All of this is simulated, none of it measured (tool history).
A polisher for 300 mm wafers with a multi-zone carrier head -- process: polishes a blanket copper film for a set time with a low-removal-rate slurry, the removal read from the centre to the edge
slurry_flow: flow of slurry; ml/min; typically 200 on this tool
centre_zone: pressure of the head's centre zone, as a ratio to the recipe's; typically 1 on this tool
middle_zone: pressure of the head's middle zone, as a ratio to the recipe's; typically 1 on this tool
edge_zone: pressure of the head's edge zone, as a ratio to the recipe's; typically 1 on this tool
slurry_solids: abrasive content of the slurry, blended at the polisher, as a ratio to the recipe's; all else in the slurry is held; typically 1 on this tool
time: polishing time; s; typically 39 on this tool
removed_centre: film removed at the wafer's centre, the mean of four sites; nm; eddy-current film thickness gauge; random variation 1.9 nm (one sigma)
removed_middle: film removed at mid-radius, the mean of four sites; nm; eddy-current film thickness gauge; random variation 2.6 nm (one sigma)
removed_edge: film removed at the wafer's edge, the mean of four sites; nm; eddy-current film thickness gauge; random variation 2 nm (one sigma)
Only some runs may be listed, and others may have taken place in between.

run,hour,slurry_flow,centre_zone,middle_zone,edge_zone,slurry_solids,time,"incoming thickness of the incoming film, nm",removed_centre,removed_middle,removed_edge
1,0,200,1,1,1,1,39,1237.2,178.5,181.2,183.7
2,21.9,200,1,1,1,1,39,1222.8,181.7,181.3,182.4
3,38.6,200,1,1,1,1,39,1235.2,179.1,179.8,187.2
4,61.1,200,1,1,0.94,1,39,1241.4,179.7,181.3,181.5
# hour 73.4: worn pad replaced by a new one
5,96.9,200,1,1,1,1,39,1252.4,178.5,186.2,183.9
# hour 125.4: slurry nozzle cleaned
6,131,200,1,1,1,1,39,1226.4,175.2,180.5,185.3
# hour 145.3: worn pad replaced by a new one
7,146.7,200,1,1,1,1,39,1227.6,174.6,175.5,183.3
8,179,200,1,1,1,1.15,39,1234.1,177.7,185.3,190.3
9,208.8,200,1,1,1,1,39,1234.4,171.6,180.4,185.7
# hour 221.5: worn pad replaced by a new one
10,225.5,145,1.07,0.94,1.09,1,39,1269.4,170.2,157.1,182.7
# hour 247: carrier head's membrane replaced by a new one
11,247.5,200,0.93,1.11,1.1,0.7,39,1253,148.8,180.9,179.5
# hour 259.4: centre zone pressure recalibrated
# hour 267.5: edge zone pressure recalibrated
12,273.8,130,1.07,1.08,1,0.85,39,1221.4,173.4,169.1,164.7
13,296.5,200,1,1,1,1,39,1258.3,186.4,180,184.5
# hour 311.2: worn pad replaced by a new one
14,326.6,135,1,1,0.92,1,25,1251.8,107.7,104.9,107.1
15,351.4,180,1,1,1,1,39,1231.5,177.5,176.6,180
16,365.2,200,1,1,1,1,39,1220.8,184.6,181.8,186.3
# hour 391.5: worn pad replaced by a new one
17,392,200,0.95,1.1,1,1,39,1250.8,173.8,194,185.8
18,415,200,0.92,1.06,1,1,39,1237.9,165.7,184.2,186.8

Below are 5 alternative next runs, each starting from the tool's condition after run 18. Predict each:
A,415.4,200,1,1,0.95,1,39,1233.7,?,?,?
B,415.4,200,1,1,1,1,28,1233.7,?,?,?
C,415.4,200,0.9,1,1.05,1,39,1233.7,?,?,?
D,415.4,200,0.9,1,1,0.9,39,1233.7,?,?,?
E,415.4,200,0.94,0.92,1,1.3,43,1233.7,?,?,?

run,removed_centre,removed_middle,removed_edge
A,178.6,178.6,178.8
B,128.3,128.2,131.6
C,160.6,178.7,187.7
D,157.3,175,179.5
E,195.1,195.9,213.3
The same runs, with their run-to-run variation unchanged, on a tool lacking any hidden condition would have given:
run,removed_centre,removed_middle,removed_edge
A,182.4,178.6,178.8
B,131,128.2,131.6
C,164,178.6,187.7
D,160.7,175,179.5
E,199.3,195.9,213.3
